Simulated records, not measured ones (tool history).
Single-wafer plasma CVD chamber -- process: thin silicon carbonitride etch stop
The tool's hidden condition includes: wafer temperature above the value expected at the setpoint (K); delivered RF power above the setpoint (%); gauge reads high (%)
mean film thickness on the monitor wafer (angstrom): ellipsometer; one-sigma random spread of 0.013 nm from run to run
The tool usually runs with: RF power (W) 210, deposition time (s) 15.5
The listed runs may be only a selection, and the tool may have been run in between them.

run   hour  RF power (W)  deposition time (s)  wafers since the last listed run  hours since the last thermocouple change  hours since the last RF generator calibration  hours since the showerhead was replaced  hours since the gauge calibration  read-back reference wafer on the same gauge, thickness_nm  mean film thickness on the monitor wafer (angstrom)
  1      0           210                 15.5                                 0                                    2078.3                                         1771.6                                     7354                              158.6                                                      9.898                                                83.85
  2   27.4           210                 15.5                               386                                    2105.7                                           1799                                   7381.4                                186                                                      9.905                                                84.04
  3   60.4           210                 15.5                               465                                    2138.7                                           1832                                   7414.4                                219                                                      9.905                                                83.79
  4   87.6           180                 15.5                               383                                    2165.9                                         1859.2                                   7441.6                              246.2                                                        9.9                                                77.91
  5  106.1           180                 15.5                               260                                    2184.4                                         1877.7                                   7460.1                              264.7                                                      9.902                                                78.15
  6  133.8           235                 15.5                               390                                    2212.1                                         1905.4                                   7487.8                              292.4                                                        9.9                                                87.99
  7  162.5           210                 15.5                               404                                    2240.8                                         1934.1                                   7516.5                              321.1                                                      9.902                                                83.67
  8  240.3           210                 15.5                              1097                                    2318.6                                         2011.9                                   7594.3                              398.9                                                      9.897                                                83.88
  9  272.6           220                 15.5                               455                                    2350.9                                         2044.2                                   7626.6                              431.2                                                      9.906                                                85.04
     296.9  -- showerhead replaced
 10  304.9           220                 15.5                               342                                    2383.2                                         2076.5                                        8                              463.5                                                      9.899                                                85.11
 11  332.3           195                 15.5                               386                                    2410.6                                         2103.9                                     35.4                              490.9                                                      9.903                                                80.73
 12    348           195                 15.5                               221                                    2426.3                                         2119.6                                     51.1                              506.6                                                      9.901                                                80.73
     350.5  -- gauge calibrated
 13  373.6           195                 15.5                               361                                    2451.9                                         2145.2                                     76.7                               23.1                                                      9.903                                                80.84
 14    391           210                 15.5                               245                                    2469.3                                         2162.6                                     94.1                               40.5                                                      9.905                                                83.39
 15  414.1           210                 15.5                               325                                    2492.4                                         2185.7                                    117.2                               63.6                                                      9.898                                                83.52
 16  440.2           210                 15.5                               368                                    2518.5                                         2211.8                                    143.3                               89.7                                                      9.899                                                83.58
 17  453.4           190                   18                               186                                    2531.7                                           2225                                    156.5                              102.9                                                      9.898                                                92.25
       466  -- RF generator calibrated
 18  483.5           190                 13.2                               311                                    2561.8                                           17.5                                    186.6                                133                                                      9.906                                                70.62
 19    506           235                 14.2                               317                                    2584.3                                             40                                    209.1                              155.5                                                      9.896                                                83.33
 20  523.7           200                 16.6                               249                                      2602                                           57.7                                    226.8                              173.2                                                        9.9                                                90.44
 21  546.2           210                 14.3                               317                                    2624.5                                           80.2                                    249.3                              195.7                                                      9.901                                                79.77
 22  564.9           210                 15.5                               263                                    2643.2                                           98.9                                      268                              214.4                                                      9.901                                                 86.7
 23  586.6           245                 14.3                               306                                    2664.9                                          120.6                                    289.7                              236.1                                                      9.899                                                85.09
     647.1  -- thermocouple changed; heater temperature recalibrated
 24  647.6           190                 18.5                               747                                       0.5                                          181.6                                    350.7                              297.1                                                      9.905                                                98.62
 25  680.3           245                 15.5                               461                                      33.2                                          214.3                                    383.4                              329.8                                                      9.903                                                92.12
 26  695.3           210                 17.8                               211                                      48.2                                          229.3                                    398.4                              344.8                                                      9.906                                                99.07
 27  716.8           210                 15.5                               303                                      69.7                                          250.8                                    419.9                              366.3                                                        9.9                                                86.19
 28  747.7           210                 15.5                               435                                     100.6                                          281.7                                    450.8                              397.2                                                      9.902                                                86.34
 29    760           210                 15.5                               173                                     112.9                                            294                                    463.1                              409.5                                                      9.902                                                86.38
 30  786.9           180                 15.5                               379                                     139.8                                          320.9                                      490                              436.4                                                      9.903                                                80.32
 31  810.4           185                 17.8                               331                                     163.3                                          344.4                                    513.5                              459.9                                                        9.9                                                93.71
 32  842.4           245                 15.5                               451                                     195.3                                          376.4                                    545.5                              491.9                                                      9.899                                                 91.9

Run 33, settings as shown, results not yet in. Your forecast:
 33  877.9           230                   14                               500                                     230.8                                          411.9                                      581                              527.4                                                          ?                                                    ?

{"run 33": {"read-back reference wafer on the same gauge, thickness_nm": 9.906, "mean film thickness on the monitor wafer (angstrom)": 80.95}}
Without the tool's hidden state the same run would have given mean film thickness on the monitor wafer (angstrom) 81.55.
